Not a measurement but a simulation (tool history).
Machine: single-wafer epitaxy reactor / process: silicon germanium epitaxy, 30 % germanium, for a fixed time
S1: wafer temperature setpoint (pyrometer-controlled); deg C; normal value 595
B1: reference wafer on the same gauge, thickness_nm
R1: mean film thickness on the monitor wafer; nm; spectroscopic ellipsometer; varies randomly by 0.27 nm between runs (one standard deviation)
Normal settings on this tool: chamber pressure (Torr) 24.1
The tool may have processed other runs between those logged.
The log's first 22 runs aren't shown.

Run 23, hour 284.6: usual settings but S1 589 deg C, chamber pressure (Torr) 28.4; B1 64.609. Result: R1 52.988 nm.
Run 24, hour 301.0: usual settings but S1 585 deg C, chamber pressure (Torr) 20.8; B1 64.570. Result: R1 43.376 nm.
Run 25, hour 310.6: usual settings; B1 64.525. Result: R1 55.246 nm.
Run 26, hour 319.9: usual settings but S1 581 deg C; B1 64.563. Result: R1 42.922 nm.
Run 27, hour 337.9: usual settings; B1 64.607. Result: R1 55.397 nm.
Run 28, hour 355.2: usual settings but chamber pressure (Torr) 21.4; B1 64.720. Result: R1 52.562 nm.
Run 29, hour 365.7: usual settings but S1 586 deg C; B1 64.460. Result: R1 46.914 nm.
At hour 376.7: gauge calibrated.
Run 30, hour 382.5: usual settings; B1 64.552. Result: R1 55.141 nm.
Run 31, hour 389.9: usual settings but S1 607 deg C; B1 64.660. Result: R1 69.390 nm.
Run 32, hour 405.6: usual settings but S1 605 deg C, chamber pressure (Torr) 19.9; B1 64.634. Result: R1 61.606 nm.
Run 33, hour 411.7: usual settings but chamber pressure (Torr) 19.3; B1 64.585. Result: R1 50.815 nm.
Run 34, hour 421.3: usual settings; B1 64.602. Result: R1 55.570 nm.
Run 35, hour 427.4: usual settings; B1 64.578. Result: R1 55.951 nm.
Run 36, hour 441.8: usual settings but S1 588 deg C, chamber pressure (Torr) 29.6; B1 64.526. Result: R1 52.065 nm.

What if the next run were any one of these 3? Each begins from the tool's condition after run 36:
Run A, hour 442.2: usual settings; B1 ?. Result: R1 ?.
Run B, hour 442.2: usual settings but S1 582 deg C; B1 ?. Result: R1 ?.
Run C, hour 442.2: usual settings but S1 604 deg C, chamber pressure (Torr) 30.0; B1 ?. Result: R1 ?.

run      B1      R1
  A  64.657  55.353
  B  64.657  43.127
  C  64.657  71.337
With the hidden condition removed and each run's random variation left untouched, the same runs would have given:
run      R1
  A  56.170
  B  43.783
  C  72.367
